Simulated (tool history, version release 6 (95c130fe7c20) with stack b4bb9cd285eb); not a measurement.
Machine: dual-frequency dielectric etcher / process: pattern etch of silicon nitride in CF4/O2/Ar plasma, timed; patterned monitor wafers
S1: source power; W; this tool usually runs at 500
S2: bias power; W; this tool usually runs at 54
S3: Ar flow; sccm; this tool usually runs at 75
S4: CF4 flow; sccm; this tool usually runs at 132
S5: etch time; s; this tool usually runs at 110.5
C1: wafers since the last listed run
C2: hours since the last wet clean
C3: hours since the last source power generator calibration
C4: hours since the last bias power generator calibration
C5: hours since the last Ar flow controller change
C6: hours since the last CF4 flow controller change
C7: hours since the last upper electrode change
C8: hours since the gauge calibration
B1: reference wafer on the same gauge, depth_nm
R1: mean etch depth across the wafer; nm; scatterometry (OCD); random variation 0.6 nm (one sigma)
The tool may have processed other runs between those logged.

| run | day | S1 | S2 | S3 | S4 | S5 | C1 | C2 | C3 | C4 | C5 | C6 | C7 | C8 | B1 | R1 |
|---|---|---|---|---|---|---|---|---|---|---|---|---|---|---|---|---|
| 1 | 0 | 500 | 54 | 75 | 121 | 110.5 | 0 | 197.4 | 5434 | 4554.2 | 1271.4 | 3044.5 | 5640.6 | 19.9 | 241.1 | 207.6 |
|  | 2.679 | upper electrode replaced |
| 2 | 2.7 | 500 | 54 | 75 | 132 | 89.5 | 427 | 262.2 | 5498.8 | 4619 | 1336.2 | 3109.3 | 0.5 | 84.7 | 241 | 170.4 |
| 3 | 4.517 | 500 | 54 | 75 | 132 | 89.5 | 456 | 305.8 | 5542.4 | 4662.6 | 1379.8 | 3152.9 | 44.1 | 128.3 | 241.1 | 170.4 |
| 4 | 6.358 | 500 | 54 | 75 | 132 | 110.5 | 462 | 350 | 5586.6 | 4706.8 | 1424 | 3197.1 | 88.3 | 172.5 | 240.9 | 210.4 |
| 5 | 7.492 | 500 | 54 | 75 | 132 | 110.5 | 284 | 377.2 | 5613.8 | 4734 | 1451.2 | 3224.3 | 115.5 | 199.7 | 241.1 | 209.9 |
|  | 9.188 | wet clean of the chamber |
|  | 9.312 | source power generator calibrated |
| 6 | 9.333 | 500 | 46 | 75 | 132 | 80 | 180 | 3.5 | 0.5 | 4778.2 | 1495.4 | 3268.5 | 159.7 | 243.9 | 241.1 | 147.4 |
| 7 | 11.179 | 500 | 67 | 82 | 132 | 129.5 | 463 | 47.8 | 44.8 | 4822.5 | 1539.7 | 3312.8 | 204 | 288.2 | 241.1 | 290.4 |
|  | 12.454 | bias power generator calibrated |
| 8 | 12.742 | 500 | 54 | 75 | 132 | 110.5 | 350 | 85.3 | 82.3 | 6.9 | 1577.2 | 3350.3 | 241.5 | 325.7 | 241.2 | 215.7 |
| 9 | 14.288 | 500 | 54 | 75 | 132 | 110.5 | 388 | 122.4 | 119.4 | 44 | 1614.3 | 3387.4 | 278.6 | 362.8 | 241 | 216.1 |
| 10 | 16.062 | 500 | 54 | 85 | 132 | 110.5 | 446 | 165 | 162 | 86.6 | 1656.9 | 3430 | 321.2 | 405.4 | 241.1 | 213.1 |
| 11 | 18.429 | 560 | 61 | 75 | 116 | 98.5 | 594 | 221.8 | 218.8 | 143.4 | 1713.7 | 3486.8 | 378 | 462.2 | 240.9 | 225.8 |
| 12 | 20.325 | 500 | 44 | 75 | 147 | 132 | 476 | 267.3 | 264.3 | 188.9 | 1759.2 | 3532.3 | 423.5 | 507.7 | 241 | 233.5 |
| 13 | 21.35 | 500 | 54 | 75 | 132 | 110.5 | 257 | 291.9 | 288.9 | 213.5 | 1783.8 | 3556.9 | 448.1 | 532.3 | 240.8 | 214.4 |
| 14 | 24.175 | 420 | 40 | 75 | 132 | 100 | 710 | 359.7 | 356.7 | 281.3 | 1851.6 | 3624.7 | 515.9 | 600.1 | 241.1 | 135.9 |
|  | 24.858 | Ar flow controller replaced |
| 15 | 26.796 | 430 | 54 | 92 | 132 | 110.5 | 595 | 422.6 | 419.6 | 344.2 | 46.5 | 3687.6 | 578.8 | 663 | 241.2 | 178.3 |
|  | 30.267 | CF4 flow controller replaced |
|  | 30.367 | wet clean of the chamber |
| 16 | 30.388 | 590 | 54 | 87 | 132 | 142 | 815 | 0.5 | 505.8 | 430.4 | 132.7 | 2.9 | 665 | 749.2 | 241.1 | 321.4 |
| 17 | 32.538 | 500 | 43 | 75 | 132 | 110.5 | 540 | 52.1 | 557.4 | 482 | 184.3 | 54.5 | 716.6 | 800.8 | 240.7 | 189 |
| 18 | 34.908 | 500 | 43 | 75 | 114 | 110.5 | 595 | 109 | 614.3 | 538.9 | 241.2 | 111.4 | 773.5 | 857.7 | 240.9 | 184.3 |
| 19 | 42.75 | 430 | 54 | 75 | 145 | 95 | 1971 | 297.2 | 802.5 | 727.1 | 429.4 | 299.6 | 961.7 | 1045.9 | 240.9 | 158.4 |
| 20 | 44.179 | 390 | 54 | 75 | 132 | 98 | 359 | 331.5 | 836.8 | 761.4 | 463.7 | 333.9 | 996 | 1080.2 | 241 | 144.8 |

Measured minus without-hidden-state, run by run (identical run-to-run variation in each term; gauge scatter may differ):
What the log doesn't record here: etch rate over this chamber's usual, %; source power that arrives over what is set, %; bias power that arrives over what is set, %; Ar flow that arrives over what is set, %; CF4 flow that arrives over what is set, %; gauge reads high (%).
| run | R1 |
|---|---|
| 1 | -7.3 |
| 2 | -6.1 |
| 3 | -6.1 |
| 4 | -7.5 |
| 5 | -7.5 |
| 6 | +3.3 |
| 7 | +7 |
| 8 | -2.1 |
| 9 | -2.2 |
| 10 | -2.3 |
| 11 | -2.6 |
| 12 | -2.8 |
| 13 | -2.7 |
| 14 | -1.8 |
| 15 | -2.4 |
| 16 | -4.7 |
| 17 | -3 |
| 18 | -3 |
| 19 | -2.9 |
| 20 | -2.6 |
